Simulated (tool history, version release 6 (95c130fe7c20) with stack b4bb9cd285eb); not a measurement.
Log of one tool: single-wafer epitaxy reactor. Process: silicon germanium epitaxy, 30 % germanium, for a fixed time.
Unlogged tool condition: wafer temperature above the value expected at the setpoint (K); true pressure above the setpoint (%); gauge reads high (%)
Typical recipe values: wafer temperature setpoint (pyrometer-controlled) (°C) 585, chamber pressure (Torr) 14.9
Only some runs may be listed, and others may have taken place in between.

| run | day | wafer temperature setpoint (pyrometer-controlled) (°C) | chamber pressure (Torr) | wafers since the last listed run | hours since the last pyrometer calibration | hours since the last manometer calibration | hours since the showerhead was replaced | hours since the gauge calibration | read-back reference wafer on the same gauge, thickness_nm | mean film thickness on the monitor wafer (angstrom) |
|---|---|---|---|---|---|---|---|---|---|---|
| 1 | 0 | 579 | 14.9 | 0 | 578.6 | 1834.7 | 3077.1 | 807.5 | 38.474 | 351.83 |
| 2 | 2.096 | 579 | 14.9 | 600 | 628.9 | 1885 | 3127.4 | 857.8 | 38.469 | 353.48 |
| 3 | 3.621 | 589 | 14.9 | 437 | 665.5 | 1921.6 | 3164 | 894.4 | 38.518 | 425.34 |
| 4 | 5.092 | 578 | 14.9 | 421 | 700.8 | 1956.9 | 3199.3 | 929.7 | 38.491 | 345.12 |
| 5 | 7.567 | 578 | 14.9 | 709 | 760.2 | 2016.3 | 3258.7 | 989.1 | 38.494 | 347.91 |
| 6 | 9.071 | 585 | 14.9 | 431 | 796.3 | 2052.4 | 3294.8 | 1025.2 | 38.507 | 395.14 |
| 7 | 10.971 | 585 | 14.9 | 544 | 841.9 | 2098 | 3340.4 | 1070.8 | 38.453 | 394.69 |
| 8 | 12.754 | 585 | 14.9 | 511 | 884.7 | 2140.8 | 3383.2 | 1113.6 | 38.498 | 395.09 |
| 9 | 15.167 | 576 | 14.9 | 691 | 942.6 | 2198.7 | 3441.1 | 1171.5 | 38.501 | 336.79 |
| 10 | 16.429 | 576 | 14.9 | 361 | 972.9 | 2229 | 3471.4 | 1201.8 | 38.473 | 337.34 |
| 11 | 17.679 | 576 | 14.9 | 358 | 1002.9 | 2259 | 3501.4 | 1231.8 | 38.504 | 337.86 |
| 12 | 19.767 | 585 | 12.6 | 598 | 1053 | 2309.1 | 3551.5 | 1281.9 | 38.489 | 372.8 |
| 13 | 20.804 | 585 | 12.6 | 297 | 1077.9 | 2334 | 3576.4 | 1306.8 | 38.514 | 373.54 |
| 14 | 23.467 | 585 | 12.6 | 763 | 1141.8 | 2397.9 | 3640.3 | 1370.7 | 38.512 | 375.32 |
| 15 | 26.05 | 590 | 14.9 | 740 | 1203.8 | 2459.9 | 3702.3 | 1432.7 | 38.479 | 437.34 |
|  | 27.471 | gauge calibrated |
| 16 | 28.004 | 590 | 14.9 | 560 | 1250.7 | 2506.8 | 3749.2 | 12.8 | 38.488 | 436.39 |
| 17 | 29.217 | 585 | 14.9 | 347 | 1279.8 | 2535.9 | 3778.3 | 41.9 | 38.478 | 401.37 |
| 18 | 32.183 | 572 | 11.8 | 850 | 1351 | 2607.1 | 3849.5 | 113.1 | 38.534 | 289.79 |
|  | 34.921 | showerhead replaced |
| 19 | 35.167 | 576 | 17.2 | 759 | 1422.6 | 2678.7 | 5.9 | 184.7 | 38.519 | 359.24 |
| 20 | 37.15 | 572 | 11.3 | 568 | 1470.2 | 2726.3 | 53.5 | 232.3 | 38.515 | 285.27 |
| 21 | 39.825 | 578 | 14.9 | 766 | 1534.4 | 2790.5 | 117.7 | 296.5 | 38.519 | 354.89 |
| 22 | 41.288 | 593 | 11.3 | 419 | 1569.5 | 2825.6 | 152.8 | 331.6 | 38.523 | 419.26 |
|  | 43.696 | pyrometer calibrated |
| 23 | 43.717 | 585 | 14.9 | 600 | 0.5 | 2883.9 | 211.1 | 389.9 | 38.512 | 387.8 |
| 24 | 45.129 | 595 | 13.9 | 404 | 34.4 | 2917.8 | 245 | 423.8 | 38.508 | 454.62 |
| 25 | 47.396 | 580 | 17.6 | 649 | 88.8 | 2972.2 | 299.4 | 478.2 | 38.489 | 380.72 |
|  | 49.508 | capacitance manometer re-zeroed and calibrated |
| 26 | 50.025 | 599 | 18.1 | 658 | 151.9 | 12.4 | 362.5 | 541.3 | 38.496 | 532.59 |
| 27 | 52.871 | 585 | 14.9 | 815 | 220.2 | 80.7 | 430.8 | 609.6 | 38.485 | 385 |
| 28 | 53.933 | 599 | 14.9 | 304 | 245.7 | 106.2 | 456.3 | 635.1 | 38.512 | 498.94 |
| 29 | 56.204 | 585 | 14.9 | 651 | 300.2 | 160.7 | 510.8 | 689.6 | 38.518 | 386.02 |
| 30 | 58.612 | 585 | 14.9 | 690 | 358 | 218.5 | 568.6 | 747.4 | 38.504 | 387.54 |
| 31 | 64.1 | 591 | 12.5 | 1573 | 489.7 | 350.2 | 700.3 | 879.1 | 38.529 | 407.44 |
| 32 | 66.7 | 571 | 14.9 | 745 | 552.1 | 412.6 | 762.7 | 941.5 | 38.515 | 301.5 |

Entry by entry between the runs, the difference in hidden state between the last listed run before and the first listed run after:
Logged between run 15 and run 16: gauge calibrated (day 27.471)
  wafer temperature above the value expected at the setpoint (K): 1.79 -> 1.81; true pressure above the setpoint (%): 5.18 -> 5.31
  difference, measured minus the result without the unlogged condition, mean film thickness on the monitor wafer (angstrom): +21.75 -> +22.04
Logged between run 18 and run 19: showerhead replaced (day 34.921)
  wafer temperature above the value expected at the setpoint (K): 1.85 -> 1.87; true pressure above the setpoint (%): 5.58 -> 5.77
  difference, measured minus the result without the unlogged condition, mean film thickness on the monitor wafer (angstrom): +15.47 -> +19.47
Logged between run 22 and run 23: pyrometer calibrated (day 43.696)
  wafer temperature above the value expected at the setpoint (K): 1.91 -> -0.167; true pressure above the setpoint (%): 6.17 -> 6.33
  difference, measured minus the result without the unlogged condition, mean film thickness on the monitor wafer (angstrom): +23.05 -> +7.62
Logged between run 25 and run 26: capacitance manometer re-zeroed and calibrated (day 49.508)
  wafer temperature above the value expected at the setpoint (K): 0.131 -> 0.319; true pressure above the setpoint (%): 6.57 -> 1.05
  difference, measured minus the result without the unlogged condition, mean film thickness on the monitor wafer (angstrom): +9.83 -> +5.04
